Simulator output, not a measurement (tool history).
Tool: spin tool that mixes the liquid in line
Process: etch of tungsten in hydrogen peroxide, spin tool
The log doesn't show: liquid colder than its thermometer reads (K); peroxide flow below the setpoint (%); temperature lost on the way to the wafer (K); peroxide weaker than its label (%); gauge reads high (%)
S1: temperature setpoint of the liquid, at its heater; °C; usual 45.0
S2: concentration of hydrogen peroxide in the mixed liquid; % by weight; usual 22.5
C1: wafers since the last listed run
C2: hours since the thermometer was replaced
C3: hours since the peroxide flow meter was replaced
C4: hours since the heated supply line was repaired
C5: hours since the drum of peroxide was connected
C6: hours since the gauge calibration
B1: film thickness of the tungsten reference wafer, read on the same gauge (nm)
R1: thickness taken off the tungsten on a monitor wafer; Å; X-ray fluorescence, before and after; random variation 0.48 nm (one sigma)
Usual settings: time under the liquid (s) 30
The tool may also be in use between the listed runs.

Run 1, hour 0.0: usual settings; C1 0; C2 1840.0; C3 1224.6; C4 1203.5; C5 999.5; C6 128.5; B1 139.98. Result: R1 405.0 Å.
Run 2, hour 19.6: usual settings; C1 303; C2 1859.6; C3 1244.2; C4 1223.1; C5 1019.1; C6 148.1; B1 140.02. Result: R1 397.2 Å.
Run 3, hour 37.3: usual settings but S1 49.0 °C, S2 21.0 % by weight; C1 274; C2 1877.3; C3 1261.9; C4 1240.8; C5 1036.8; C6 165.8; B1 140.00. Result: R1 501.6 Å.
Run 4, hour 54.4: usual settings; C1 264; C2 1894.4; C3 1279.0; C4 1257.9; C5 1053.9; C6 182.9; B1 140.02. Result: R1 404.2 Å.
Run 5, hour 68.3: usual settings; C1 215; C2 1908.3; C3 1292.9; C4 1271.8; C5 1067.8; C6 196.8; B1 140.00. Result: R1 398.0 Å.
Run 6, hour 77.1: usual settings; C1 136; C2 1917.1; C3 1301.7; C4 1280.6; C5 1076.6; C6 205.6; B1 139.99. Result: R1 394.4 Å.
Run 7, hour 93.7: usual settings but S1 52.5 °C; C1 257; C2 1933.7; C3 1318.3; C4 1297.2; C5 1093.2; C6 222.2; B1 140.04. Result: R1 638.0 Å.
At hour 103.1: thermometer replaced.
Run 8, hour 103.6: usual settings but S2 17.5 % by weight, time under the liquid (s) 40; C1 137; C2 0.5; C3 1328.2; C4 1307.1; C5 1103.1; C6 232.1; B1 140.00. Result: R1 465.0 Å.
At hour 104.8: peroxide flow meter replaced.
At hour 113.0: new drum of peroxide connected.
Run 9, hour 114.7: usual settings; C1 141; C2 11.6; C3 9.9; C4 1318.2; C5 1.7; C6 243.2; B1 140.02. Result: R1 387.9 Å.
Run 10, hour 126.1: usual settings; C1 176; C2 23.0; C3 21.3; C4 1329.6; C5 13.1; C6 254.6; B1 139.98. Result: R1 387.0 Å.
Run 11, hour 140.9: usual settings but S1 48.0 °C; C1 229; C2 37.8; C3 36.1; C4 1344.4; C5 27.9; C6 269.4; B1 140.00. Result: R1 482.2 Å.
Run 12, hour 147.8: usual settings; C1 106; C2 44.7; C3 43.0; C4 1351.3; C5 34.8; C6 276.3; B1 140.01. Result: R1 389.1 Å.
At hour 150.9: gauge calibrated.
At hour 151.6: heated supply line repaired.
Run 13, hour 155.2: usual settings but S2 20.5 % by weight; C1 99; C2 52.1; C3 50.4; C4 3.6; C5 42.2; C6 4.3; B1 139.99. Result: R1 468.2 Å.
Run 14, hour 171.4: usual settings but S1 53.5 °C, S2 16.5 % by weight, time under the liquid (s) 50; C1 251; C2 68.3; C3 66.6; C4 19.8; C5 58.4; C6 20.5; B1 140.04. Result: R1 1152.2 Å.
Run 15, hour 185.9: usual settings but S1 42.5 °C, S2 16.0 % by weight; C1 224; C2 82.8; C3 81.1; C4 34.3; C5 72.9; C6 35.0; B1 140.00. Result: R1 338.4 Å.
Run 16, hour 200.6: usual settings but S1 52.5 °C, S2 26.5 % by weight, time under the liquid (s) 45; C1 227; C2 97.5; C3 95.8; C4 49.0; C5 87.6; C6 49.7; B1 139.99. Result: R1 1257.7 Å.
Run 17, hour 248.5: usual settings but S2 25.5 % by weight; C1 742; C2 145.4; C3 143.7; C4 96.9; C5 135.5; C6 97.6; B1 140.02. Result: R1 510.2 Å.
Run 18, hour 258.2: usual settings but S1 42.0 °C, S2 27.5 % by weight, time under the liquid (s) 20; C1 150; C2 155.1; C3 153.4; C4 106.6; C5 145.2; C6 107.3; B1 140.03. Result: R1 287.8 Å.
Run 19, hour 274.0: usual settings but S1 39.5 °C, S2 29.0 % by weight, time under the liquid (s) 15; C1 244; C2 170.9; C3 169.2; C4 122.4; C5 161.0; C6 123.1; B1 139.99. Result: R1 185.3 Å.

Some steps in R1 between neighbouring runs. How much of each would the tool show without its hidden state too (settings, what came in, random variation), and how much is left for the hidden state, with any gauge scatter that isn't in both results?
Run 12 -> 13: S2 22.5 -> 20.5, gauge calibrated, heated supply line repaired. R1 +79.1 Å: hidden state +91.8, all else -12.7.
Run 15 -> 16: S1 42.5 -> 52.5, S2 16.0 -> 26.5, time under the liquid (s) 30 -> 45. R1 +919.3 Å: hidden state -34.0, all else +953.3.
